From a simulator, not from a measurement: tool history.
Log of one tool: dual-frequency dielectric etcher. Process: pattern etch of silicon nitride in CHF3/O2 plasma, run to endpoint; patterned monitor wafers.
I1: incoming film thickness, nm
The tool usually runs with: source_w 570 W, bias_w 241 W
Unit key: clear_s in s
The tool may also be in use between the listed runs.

{"run": 1, "hour": 0.0, "source_w": 570, "bias_w": 241, "I1": 58.1, "clear_s": 36.4}
{"run": 2, "hour": 23.2, "source_w": 570, "bias_w": 241, "I1": 58.6, "clear_s": 36.9}
{"hour": 48.4, "done": "wet clean of the chamber"}
{"run": 3, "hour": 48.9, "source_w": 570, "bias_w": 241, "I1": 58.5, "clear_s": 36.5}
{"run": 4, "hour": 66.3, "source_w": 570, "bias_w": 241, "I1": 58.5, "clear_s": 36.3}
{"run": 5, "hour": 81.8, "source_w": 570, "bias_w": 214, "I1": 58.6, "clear_s": 37.6}
{"run": 6, "hour": 156.3, "source_w": 570, "bias_w": 214, "I1": 58.3, "clear_s": 37.5}
{"run": 7, "hour": 189.6, "source_w": 530, "bias_w": 241, "I1": 58.4, "clear_s": 37.6}
{"run": 8, "hour": 207.4, "source_w": 570, "bias_w": 241, "I1": 58.3, "clear_s": 36.5}
{"run": 9, "hour": 237.6, "source_w": 570, "bias_w": 241, "I1": 58.1, "clear_s": 36.4}
{"run": 10, "hour": 262.7, "source_w": 630, "bias_w": 241, "I1": 58.7, "clear_s": 35.2}
{"hour": 278.5, "done": "bias power generator calibrated"}
{"hour": 288.9, "done": "upper electrode replaced"}
{"run": 11, "hour": 289.4, "source_w": 630, "bias_w": 241, "I1": 58.5, "clear_s": 35.1}
{"run": 12, "hour": 301.7, "source_w": 630, "bias_w": 241, "I1": 58, "clear_s": 34.7}
{"run": 13, "hour": 321.5, "source_w": 570, "bias_w": 241, "I1": 58.3, "clear_s": 36.5}
{"run": 14, "hour": 336.3, "source_w": 570, "bias_w": 241, "I1": 58.6, "clear_s": 36.6}
{"run": 15, "hour": 351.7, "source_w": 570, "bias_w": 241, "I1": 58.1, "clear_s": 36.4}
{"run": 16, "hour": 381.8, "source_w": 570, "bias_w": 278, "I1": 58.1, "clear_s": 34.9}
{"run": 17, "hour": 399.6, "source_w": 460, "bias_w": 196, "I1": 58.4, "clear_s": 42.3}
{"run": 18, "hour": 421.9, "source_w": 570, "bias_w": 241, "I1": 58.5, "clear_s": 36.8}
{"run": 19, "hour": 455.8, "source_w": 690, "bias_w": 220, "I1": 58.1, "clear_s": 34.7}
{"run": 20, "hour": 470.0, "source_w": 450, "bias_w": 219, "I1": 58.2, "clear_s": 41.3}
{"hour": 505.6, "done": "wet clean of the chamber"}
{"run": 21, "hour": 517.1, "source_w": 610, "bias_w": 276, "I1": 58, "clear_s": 33.8}
{"run": 22, "hour": 551.6, "source_w": 460, "bias_w": 241, "I1": 58.5, "clear_s": 39.4}
{"run": 23, "hour": 572.2, "source_w": 610, "bias_w": 186, "I1": 58, "clear_s": 37.6}
{"run": 24, "hour": 588.4, "source_w": 640, "bias_w": 225, "I1": 58.6, "clear_s": 35.4}
{"hour": 623.9, "done": "source power generator calibrated"}
{"run": 25, "hour": 624.4, "source_w": 610, "bias_w": 296, "I1": 58.7, "clear_s": 33.5}
{"run": 26, "hour": 635.2, "source_w": 570, "bias_w": 241, "I1": 58, "clear_s": 35.9}
{"run": 27, "hour": 656.7, "source_w": 570, "bias_w": 261, "I1": 57.9, "clear_s": 35.4}
{"run": 28, "hour": 670.6, "source_w": 510, "bias_w": 241, "I1": 58.4, "clear_s": 37.8}
{"run": 29, "hour": 694.0, "source_w": 520, "bias_w": 241, "I1": 58.8, "clear_s": 37.8}
{"run": 30, "hour": 707.3, "source_w": 480, "bias_w": 280, "I1": 58.7, "clear_s": 37.5}
{"run": 31, "hour": 722.9, "source_w": 460, "bias_w": 199, "I1": 58.3, "clear_s": 41.3}
{"run": 32, "hour": 743.6, "source_w": 570, "bias_w": 241, "I1": 58.1, "clear_s": 36.4}
{"run": 33, "hour": 779.4, "source_w": 570, "bias_w": 214, "I1": 58.7, "clear_s": 37.9}
{"run": 34, "hour": 805.3, "source_w": 570, "bias_w": 241, "I1": 58.8, "clear_s": 36.9}
{"run": 35, "hour": 828.4, "source_w": 610, "bias_w": 280, "I1": 58.2, "clear_s": 34}
{"run": 36, "hour": 897.2, "source_w": 660, "bias_w": 196, "I1": 58.1, "clear_s": 36.2}

Alternative continuations, all from the tool just after run 36; predict every row:
{"run": "A", "hour": 897.6, "source_w": 570, "bias_w": 241, "I1": 58.3, "clear_s": "?"}
{"run": "B", "hour": 897.6, "source_w": 480, "bias_w": 277, "I1": 58.3, "clear_s": "?"}
{"run": "C", "hour": 897.6, "source_w": 570, "bias_w": 266, "I1": 58.3, "clear_s": "?"}

run=A clear_s=36.5
run=B clear_s=37.6
run=C clear_s=35.6
Stripped of hidden state, with their random variation kept, the same runs would have yielded:
run=A clear_s=36.1
run=B clear_s=37.2
run=C clear_s=35.2
